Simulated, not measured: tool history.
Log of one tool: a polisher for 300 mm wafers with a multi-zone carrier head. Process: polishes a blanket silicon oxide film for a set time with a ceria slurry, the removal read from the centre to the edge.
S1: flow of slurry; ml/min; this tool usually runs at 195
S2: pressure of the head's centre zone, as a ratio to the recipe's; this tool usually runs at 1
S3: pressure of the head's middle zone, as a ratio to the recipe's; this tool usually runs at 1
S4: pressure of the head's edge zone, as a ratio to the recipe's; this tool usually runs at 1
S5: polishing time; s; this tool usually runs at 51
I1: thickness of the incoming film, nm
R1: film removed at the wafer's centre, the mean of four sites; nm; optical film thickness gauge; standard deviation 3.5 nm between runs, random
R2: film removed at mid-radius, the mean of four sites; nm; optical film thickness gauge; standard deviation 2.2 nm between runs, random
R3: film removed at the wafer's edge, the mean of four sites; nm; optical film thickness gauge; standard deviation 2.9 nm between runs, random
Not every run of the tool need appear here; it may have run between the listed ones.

| run | hour | S1 | S2 | S3 | S4 | S5 | I1 | R1 | R2 | R3 |
|---|---|---|---|---|---|---|---|---|---|---|
| 1 | 0 | 195 | 1 | 1 | 1 | 51 | 1519.8 | 230.9 | 228.7 | 232.5 |
| 2 | 14.3 | 130 | 1.1 | 1 | 1 | 67 | 1519.2 | 313.3 | 294.3 | 311 |
| 3 | 23.7 | 195 | 1 | 1 | 1 | 51 | 1529.3 | 237.3 | 239 | 240.5 |
| 4 | 33.9 | 195 | 1 | 1 | 1 | 51 | 1538.9 | 238.9 | 239.7 | 242.2 |
| 5 | 47.8 | 195 | 1 | 1 | 1 | 51 | 1515.7 | 232.9 | 235 | 240.9 |
| 6 | 55.4 | 195 | 1.06 | 0.9 | 1.08 | 38 | 1514.7 | 186.2 | 161 | 177.2 |
| 7 | 73.1 | 195 | 1 | 1 | 1 | 51 | 1540.8 | 233.4 | 233.4 | 229.5 |
| 8 | 83.3 | 250 | 0.96 | 0.91 | 1 | 57 | 1535 | 257.8 | 246.3 | 266 |
| 9 | 99.1 | 195 | 0.9 | 1 | 1.06 | 51 | 1550.3 | 203.3 | 229.9 | 235.7 |
| 10 | 114.8 | 195 | 1 | 1 | 1 | 51 | 1537.6 | 221.7 | 227 | 231 |
| 11 | 165.9 | 195 | 1.05 | 0.91 | 1 | 51 | 1554.8 | 249.6 | 219.4 | 241.2 |
| 12 | 177 | 195 | 1.05 | 1 | 1.09 | 51 | 1547.1 | 243.6 | 233.8 | 251.1 |
| 13 | 190 | 125 | 0.89 | 1 | 1 | 51 | 1561.4 | 188.6 | 216.5 | 223.7 |
| 14 | 208.3 | 175 | 1 | 0.93 | 1 | 51 | 1554.4 | 224.7 | 216.9 | 228.3 |
| 15 | 215.2 | 195 | 1 | 1 | 1 | 51 | 1537.6 | 231.3 | 229 | 234.2 |
| 16 | 231.1 | 195 | 1 | 1 | 1 | 51 | 1528.6 | 231.3 | 227.7 | 234.4 |
| 17 | 244.2 | 195 | 1 | 1 | 0.94 | 61 | 1554.7 | 273.4 | 274.4 | 267.5 |
| 18 | 255.3 | 195 | 1 | 1 | 0.95 | 51 | 1522.3 | 226 | 227.6 | 228.3 |
| 19 | 270.8 | 195 | 1.1 | 0.97 | 0.92 | 51 | 1569.9 | 264.1 | 233.3 | 232.9 |
| 20 | 277.4 | 150 | 1 | 0.94 | 1 | 51 | 1545.9 | 224 | 214.6 | 234.2 |
| 21 | 293.2 | 195 | 1 | 1 | 1 | 51 | 1525.2 | 238.3 | 237.5 | 234.5 |
| 22 | 309.7 | 195 | 0.95 | 1 | 0.95 | 51 | 1547.8 | 220.3 | 234.3 | 234.7 |
| 23 | 320 | 195 | 1 | 1 | 1 | 51 | 1545.3 | 229 | 236.2 | 234.2 |

Withheld: 5 entries from between the runs. Position of each, and hidden state at the listed run before versus the listed run after:
After run 1, before run 2: worn pad replaced by a new one (hour 13.8)
  removal rate lost through wear of the pad, %: 6 -> 0.946
  the result without the hidden state subtracted from the measured one, R1: -14.7 -> -3 nm; R2: -14.6 -> -2.9 nm; R3: -14.8 -> -2.9 nm
After run 5, before run 6: edge zone pressure recalibrated (hour 53.7)
  removal rate lost through wear of the pad, %: 4.31 -> 4.76
  the result without the hidden state subtracted from the measured one, R1: -10.4 -> -9.4 nm; R2: -10.5 -> -8.1 nm; R3: -10.9 -> -8.9 nm
After run 6, before run 7: slurry nozzle cleaned (hour 68.5)
  removal rate lost through wear of the pad, %: 4.76 -> 5.56
  the result without the hidden state subtracted from the measured one, R1: -9.4 -> -13.8 nm; R2: -8.1 -> -13.7 nm; R3: -8.9 -> -13.5 nm
After run 10, before run 11: worn pad replaced by a new one (hour 149.4)
  removal rate lost through wear of the pad, %: 6.51 -> 2.71
  the result without the hidden state subtracted from the measured one, R1: -15.5 -> -6.9 nm; R2: -15.8 -> -6.1 nm; R3: -16.1 -> -6.7 nm
After run 18, before run 19: worn pad replaced by a new one (hour 265.6)
  removal rate lost through wear of the pad, %: 6.4 -> 1.68
  the result without the hidden state subtracted from the measured one, R1: -15.5 -> -4.5 nm; R2: -15.6 -> -3.9 nm; R3: -15.6 -> -4 nm
